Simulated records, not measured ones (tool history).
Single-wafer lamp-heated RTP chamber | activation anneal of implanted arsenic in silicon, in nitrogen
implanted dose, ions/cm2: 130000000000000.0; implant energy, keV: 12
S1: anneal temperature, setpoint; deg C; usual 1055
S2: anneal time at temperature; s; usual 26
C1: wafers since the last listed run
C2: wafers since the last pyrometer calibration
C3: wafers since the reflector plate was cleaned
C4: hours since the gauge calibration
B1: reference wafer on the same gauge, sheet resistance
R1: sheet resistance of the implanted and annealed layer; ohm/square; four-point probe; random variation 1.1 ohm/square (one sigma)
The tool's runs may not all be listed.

run,hour,S1,S2,C1,C2,C3,C4,B1,R1
1,0.0,1036,26,0,4145,4050,522.3,683.65,587.82
# hour 17.9: reflector plate cleaned
# hour 33.5: pyrometer window cleaned and pyrometer calibrated
2,68.3,1036,26,683,454,553,590.6,684.31,591.79
3,152.5,1055,26,1100,1554,1653,674.8,684.21,584.52
4,242.4,1055,21,1174,2729,2828,764.7,683.96,587.38
# hour 288.5: reflector plate cleaned
5,299.1,1055,26,636,3365,139,821.4,684.02,582.20
6,344.2,1055,26,589,3954,728,866.5,683.76,580.17
7,391.5,1055,26,617,4572,1346,913.8,684.42,579.86
# hour 422.5: pyrometer window cleaned and pyrometer calibrated
8,429.9,1048,19,397,96,1743,952.2,683.99,592.45
9,480.8,1048,19,665,761,2408,1003.1,683.93,592.76

The next listed run, before its measurement:
10,582.7,1055,14,1331,2093,3739,1105.0,?,?

{"run 10": {"B1": 683.97, "R1": 592.67}}
Without the tool's hidden state the same run would have given R1 593.54 ohm/square.

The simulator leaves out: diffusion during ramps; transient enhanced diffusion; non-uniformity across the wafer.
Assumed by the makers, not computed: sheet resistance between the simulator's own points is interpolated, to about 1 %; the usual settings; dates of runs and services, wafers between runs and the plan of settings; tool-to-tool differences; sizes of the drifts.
